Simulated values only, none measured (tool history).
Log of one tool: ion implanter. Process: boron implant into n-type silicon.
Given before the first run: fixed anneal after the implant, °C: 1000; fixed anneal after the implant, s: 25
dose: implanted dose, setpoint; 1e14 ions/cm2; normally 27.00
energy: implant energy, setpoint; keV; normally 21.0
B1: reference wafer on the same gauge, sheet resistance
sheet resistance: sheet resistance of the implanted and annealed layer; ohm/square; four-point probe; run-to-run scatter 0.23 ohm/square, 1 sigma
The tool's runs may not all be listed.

Run 1, hour 0.0: usual settings but energy 26.5 keV; B1 67.11. Result: sheet resistance 53.92 ohm/square.
Run 2, hour 39.2: usual settings; B1 67.19. Result: sheet resistance 58.56 ohm/square.
Run 3, hour 83.6: usual settings; B1 67.26. Result: sheet resistance 58.67 ohm/square.
Run 4, hour 154.6: usual settings; B1 67.20. Result: sheet resistance 58.16 ohm/square.
Run 5, hour 190.2: usual settings; B1 67.24. Result: sheet resistance 58.37 ohm/square.
Run 6, hour 242.9: usual settings; B1 67.24. Result: sheet resistance 58.61 ohm/square.
At hour 254.7: gauge calibrated.
At hour 260.2: Faraday cup replaced and dose calibrated.
Run 7, hour 276.0: usual settings; B1 67.20. Result: sheet resistance 58.97 ohm/square.
Run 8, hour 325.8: usual settings but energy 17.0 keV; B1 67.23. Result: sheet resistance 64.33 ohm/square.
Run 9, hour 384.1: usual settings but dose 29.41 1e14 ions/cm2, energy 17.0 keV; B1 67.10. Result: sheet resistance 63.06 ohm/square.
Run 10, hour 437.9: usual settings but dose 31.99 1e14 ions/cm2, energy 14.5 keV; B1 67.19. Result: sheet resistance 67.38 ohm/square.
At hour 586.6: extraction supply calibrated.
Run 11, hour 591.4: usual settings but dose 32.39 1e14 ions/cm2, energy 14.5 keV; B1 67.17. Result: sheet resistance 67.50 ohm/square.
Run 12, hour 626.0: usual settings but dose 20.19 1e14 ions/cm2, energy 27.5 keV; B1 67.28. Result: sheet resistance 62.01 ohm/square.
Run 13, hour 669.2: usual settings; B1 67.23. Result: sheet resistance 58.97 ohm/square.
Run 14, hour 706.7: usual settings; B1 67.22. Result: sheet resistance 58.38 ohm/square.
Run 15, hour 775.7: usual settings but dose 19.54 1e14 ions/cm2, energy 18.0 keV; B1 67.23. Result: sheet resistance 70.53 ohm/square.
Run 16, hour 813.7: usual settings but dose 29.73 1e14 ions/cm2, energy 14.5 keV; B1 67.24. Result: sheet resistance 68.32 ohm/square.

Each row is a separate what-if for the run after 16, all from the same tool condition, not one after another. Results?
Run A, hour 814.1: usual settings; B1 ?. Result: sheet resistance ?.
Run B, hour 814.1: usual settings but dose 29.54 1e14 ions/cm2, energy 13.5 keV; B1 ?. Result: sheet resistance ?.
Run C, hour 814.1: usual settings but dose 21.95 1e14 ions/cm2, energy 17.5 keV; B1 ?. Result: sheet resistance ?.
Run D, hour 814.1: usual settings but dose 29.50 1e14 ions/cm2, energy 16.5 keV; B1 ?. Result: sheet resistance ?.
Run E, hour 814.1: usual settings but dose 29.76 1e14 ions/cm2; B1 ?. Result: sheet resistance ?.

run     B1  sheet resistance
  A  67.27             58.30
  B  67.27             70.72
  C  67.27             67.70
  D  67.27             63.45
  E  67.27             56.44
Without the tool's unlogged condition, the same runs would have read:
run  sheet resistance
  A             58.30
  B             70.72
  C             67.70
  D             63.45
  E             56.44
